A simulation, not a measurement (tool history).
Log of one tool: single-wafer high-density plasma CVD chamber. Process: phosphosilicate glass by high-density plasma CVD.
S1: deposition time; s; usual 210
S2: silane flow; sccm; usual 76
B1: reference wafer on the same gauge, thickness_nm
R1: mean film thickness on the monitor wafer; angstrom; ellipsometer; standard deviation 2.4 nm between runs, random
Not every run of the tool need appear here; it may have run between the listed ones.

run,hour,S1,S2,B1,R1
1,0.0,210,76,1883.288,16189.99
2,9.9,210,76,1882.242,16148.51
3,18.1,210,76,1882.480,16184.54
4,25.0,210,76,1879.954,16175.03
5,41.6,210,76,1879.199,16167.35
6,54.2,210,76,1878.348,16126.60
7,65.3,210,76,1878.041,16111.08
8,83.3,210,76,1876.664,16105.88
9,92.6,210,76,1874.760,16128.29
# hour 93.7: gauge calibrated
10,107.4,210,81,1889.820,17307.93
11,115.7,210,70,1890.283,14976.11
# hour 124.7: silane flow controller replaced
12,125.2,184,69,1889.872,12909.99
13,129.8,229,89,1888.646,20713.96
14,140.5,186,91,1888.750,17258.21
15,156.5,225,84,1888.459,19217.39
16,163.3,188,83,1884.797,15858.90
17,178.2,186,91,1885.126,17180.36
18,192.3,210,76,1884.457,16167.47
19,208.0,192,67,1883.376,13041.65
20,218.7,210,76,1881.453,16200.76
21,225.2,210,61,1882.598,12963.86
22,239.8,247,84,1881.573,21069.03
23,249.8,189,76,1878.478,14595.71

Predict each of these 5 candidate next runs independently; none follows another, all start after run 23:
A,250.3,210,85,?,?
B,250.3,174,68,?,?
C,250.3,240,84,?,?
D,250.3,210,88,?,?
E,250.3,180,81,?,?

run,B1,R1
A,1879.961,18051.91
B,1879.961,11965.84
C,1879.961,20388.04
D,1879.961,18689.04
E,1879.961,14744.92
The same runs, with their run-to-run variation unchanged, on a tool lacking any hidden condition would have given:
run,R1
A,18147.54
B,12029.22
C,20496.04
D,18788.04
E,14823.03

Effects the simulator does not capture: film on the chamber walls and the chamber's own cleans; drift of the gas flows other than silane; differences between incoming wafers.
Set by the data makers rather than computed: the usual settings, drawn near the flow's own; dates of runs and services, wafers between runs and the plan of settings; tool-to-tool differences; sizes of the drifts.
